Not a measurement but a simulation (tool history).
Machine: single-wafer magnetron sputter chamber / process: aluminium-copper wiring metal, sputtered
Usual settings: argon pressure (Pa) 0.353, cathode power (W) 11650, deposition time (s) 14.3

run   hour  argon pressure (Pa)  cathode power (W)  deposition time (s)  read-back reference wafer on the same gauge, thickness_nm  mean film thickness on the monitor wafer (angstrom)
  1      0                0.269              11650                 14.3                                                     262.51                                              3111.67
  2   31.9                0.269              11650                 14.3                                                    262.872                                              3121.36
      90.4  -- sputter target and shields replaced
  3   92.7                0.353              11650                 14.3                                                    263.895                                              3047.25
  4  129.1                0.353              11650                 14.3                                                    264.428                                              3044.86
  5  168.6                0.353              11650                 14.3                                                    265.231                                               3063.5
       174  -- gauge calibrated
  6  200.6                0.353              11650                 14.3                                                    260.595                                              3008.24
     226.5  -- sputter target and shields replaced
     331.3  -- capacitance manometer re-zeroed and calibrated
     338.1  -- magnet pack replaced
  7  361.2                0.353              11650                 14.3                                                    261.125                                              3012.64
     399.5  -- sputter target and shields replaced
  8    400                0.247              11650                 14.3                                                    261.527                                               3109.5
  9  442.1                0.219              11650                 16.5                                                    262.036                                              3647.69
 10  467.6                0.353              11650                 14.3                                                    262.344                                              3033.19
 11  492.2                0.353              14400                 14.3                                                    262.947                                              3505.99
 12  525.3                0.353              11650                   17                                                     262.94                                              3604.83
       540  -- sputter target and shields replaced
 13    565                0.219              11650                 16.5                                                    263.746                                              3667.74
     586.7  -- gauge calibrated
 14  597.8                0.244              11650                 14.3                                                    261.275                                              3132.79
 15  661.5                0.255              12550                 16.1                                                     261.33                                              3679.34
 16  701.6                0.312               9400                   12                                                    261.862                                              2242.11
     711.8  -- sputter target and shields replaced
 17  752.6                0.464               9650                 17.1                                                     262.32                                              3098.06

What if the next run were any one of these 3? Each begins from the tool's condition after run 17:
  A   753                0.353              11650                 14.3                                                          ?                                                    ?
  B   753                0.353              10700                 14.3                                                          ?                                                    ?
  C   753                0.397              13900                 16.4                                                          ?                                                    ?

run  read-back reference wafer on the same gauge, thickness_nm  mean film thickness on the monitor wafer (angstrom)
  A                                                    262.084                                              3030.52
  B                                                    262.084                                              2867.92
  C                                                    262.084                                              3863.34
What these runs would have given with no unlogged condition in the tool:
run  mean film thickness on the monitor wafer (angstrom)
  A                                              3018.05
  B                                              2856.12
  C                                              3847.44
